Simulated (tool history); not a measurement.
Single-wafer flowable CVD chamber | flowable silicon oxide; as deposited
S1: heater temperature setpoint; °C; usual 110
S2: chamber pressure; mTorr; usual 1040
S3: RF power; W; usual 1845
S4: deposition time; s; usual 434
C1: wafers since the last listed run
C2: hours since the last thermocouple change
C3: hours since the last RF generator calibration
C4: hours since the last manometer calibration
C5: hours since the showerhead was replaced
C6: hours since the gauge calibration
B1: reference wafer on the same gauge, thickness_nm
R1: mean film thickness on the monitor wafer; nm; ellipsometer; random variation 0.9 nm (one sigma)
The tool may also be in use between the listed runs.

| run | hour | S1 | S2 | S3 | S4 | C1 | C2 | C3 | C4 | C5 | C6 | B1 | R1 |
|---|---|---|---|---|---|---|---|---|---|---|---|---|---|
| 1 | 0.0 | 120 | 1040 | 1845 | 434 | 0 | 1575.0 | 160.3 | 1424.9 | 8.3 | 2012.6 | 268.004 | 200.477 |
| 2 | 63.5 | 110 | 1040 | 2045 | 434 | 360 | 1638.5 | 223.8 | 1488.4 | 71.8 | 2076.1 | 267.772 | 271.856 |
|  | 112.5 | thermocouple changed; heater temperature recalibrated |
| 3 | 125.9 | 110 | 1040 | 1845 | 434 | 309 | 13.4 | 286.2 | 1550.8 | 134.2 | 2138.5 | 267.917 | 263.001 |
| 4 | 201.2 | 104 | 890 | 1555 | 457 | 427 | 88.7 | 361.5 | 1626.1 | 209.5 | 2213.8 | 267.534 | 269.325 |
|  | 209.4 | gauge calibrated |
| 5 | 270.3 | 116 | 1250 | 1615 | 374 | 392 | 157.8 | 430.6 | 1695.2 | 278.6 | 60.9 | 268.352 | 220.550 |
| 6 | 320.6 | 110 | 1040 | 1845 | 434 | 285 | 208.1 | 480.9 | 1745.5 | 328.9 | 111.2 | 267.397 | 262.771 |
| 7 | 375.4 | 110 | 1040 | 1845 | 434 | 311 | 262.9 | 535.7 | 1800.3 | 383.7 | 166.0 | 268.241 | 262.597 |
| 8 | 412.3 | 110 | 1150 | 2165 | 466 | 209 | 299.8 | 572.6 | 1837.2 | 420.6 | 202.9 | 267.505 | 322.692 |
| 9 | 477.1 | 122 | 1170 | 1845 | 434 | 368 | 364.6 | 637.4 | 1902.0 | 485.4 | 267.7 | 268.436 | 213.679 |
|  | 550.7 | capacitance manometer re-zeroed and calibrated |
| 10 | 551.2 | 104 | 890 | 1555 | 457 | 375 | 438.7 | 711.5 | 0.5 | 559.5 | 341.8 | 267.878 | 269.385 |
| 11 | 611.3 | 125 | 1040 | 1845 | 434 | 341 | 498.8 | 771.6 | 60.6 | 619.6 | 401.9 | 268.005 | 176.624 |
| 12 | 710.3 | 110 | 1040 | 1845 | 434 | 562 | 597.8 | 870.6 | 159.6 | 718.6 | 500.9 | 268.038 | 263.625 |
| 13 | 776.8 | 99 | 1040 | 1625 | 464 | 377 | 664.3 | 937.1 | 226.1 | 785.1 | 567.4 | 267.719 | 380.921 |
| 14 | 859.2 | 110 | 800 | 1495 | 434 | 468 | 746.7 | 1019.5 | 308.5 | 867.5 | 649.8 | 268.507 | 190.755 |
| 15 | 946.2 | 110 | 1040 | 1845 | 434 | 494 | 833.7 | 1106.5 | 395.5 | 954.5 | 736.8 | 267.882 | 266.539 |
| 16 | 1034.6 | 110 | 820 | 2135 | 456 | 502 | 922.1 | 1194.9 | 483.9 | 1042.9 | 825.2 | 268.097 | 225.581 |
| 17 | 1107.8 | 110 | 1040 | 2005 | 434 | 416 | 995.3 | 1268.1 | 557.1 | 1116.1 | 898.4 | 267.675 | 271.799 |
| 18 | 1196.0 | 120 | 860 | 1845 | 397 | 501 | 1083.5 | 1356.3 | 645.3 | 1204.3 | 986.6 | 268.145 | 151.920 |
| 19 | 1295.3 | 110 | 1040 | 1845 | 434 | 564 | 1182.8 | 1455.6 | 744.6 | 1303.6 | 1085.9 | 267.719 | 266.365 |
| 20 | 1363.6 | 110 | 1040 | 1845 | 434 | 388 | 1251.1 | 1523.9 | 812.9 | 1371.9 | 1154.2 | 268.119 | 267.989 |
| 21 | 1408.9 | 110 | 1040 | 1845 | 434 | 257 | 1296.4 | 1569.2 | 858.2 | 1417.2 | 1199.5 | 268.173 | 264.294 |
| 22 | 1513.0 | 98 | 1040 | 1580 | 434 | 591 | 1400.5 | 1673.3 | 962.3 | 1521.3 | 1303.6 | 268.197 | 366.115 |
| 23 | 1594.6 | 99 | 1040 | 1630 | 434 | 463 | 1482.1 | 1754.9 | 1043.9 | 1602.9 | 1385.2 | 268.023 | 357.833 |
| 24 | 1655.8 | 110 | 1040 | 1845 | 404 | 347 | 1543.3 | 1816.1 | 1105.1 | 1664.1 | 1446.4 | 267.763 | 248.932 |
| 25 | 1755.7 | 110 | 1040 | 1845 | 404 | 567 | 1643.2 | 1916.0 | 1205.0 | 1764.0 | 1546.3 | 267.783 | 248.280 |
|  | 1811.4 | thermocouple changed; heater temperature recalibrated |
| 26 | 1847.1 | 110 | 1040 | 1845 | 434 | 474 | 35.7 | 2007.4 | 1296.4 | 1855.4 | 1637.7 | 267.948 | 263.341 |
| 27 | 1923.1 | 110 | 1160 | 1650 | 434 | 431 | 111.7 | 2083.4 | 1372.4 | 1931.4 | 1713.7 | 267.755 | 282.163 |

The tool's hidden state at each run:
delivered RF power above the setpoint (%): 0 in every run
true pressure above the setpoint (%): 0 in every run
gauge reads high (%): 0 in every run
H1: wafer temperature above the value expected at the setpoint (K)
| run | H1 |
|---|---|
| 1 | -0.569 |
| 2 | -0.575 |
| 3 | -0.114 |
| 4 | -0.188 |
| 5 | -0.249 |
| 6 | -0.289 |
| 7 | -0.33 |
| 8 | -0.356 |
| 9 | -0.397 |
| 10 | -0.439 |
| 11 | -0.471 |
| 12 | -0.516 |
| 13 | -0.543 |
| 14 | -0.572 |
| 15 | -0.6 |
| 16 | -0.624 |
| 17 | -0.642 |
| 18 | -0.661 |
| 19 | -0.679 |
| 20 | -0.69 |
| 21 | -0.697 |
| 22 | -0.711 |
| 23 | -0.72 |
| 24 | -0.727 |
| 25 | -0.736 |
| 26 | -0.116 |
| 27 | -0.189 |
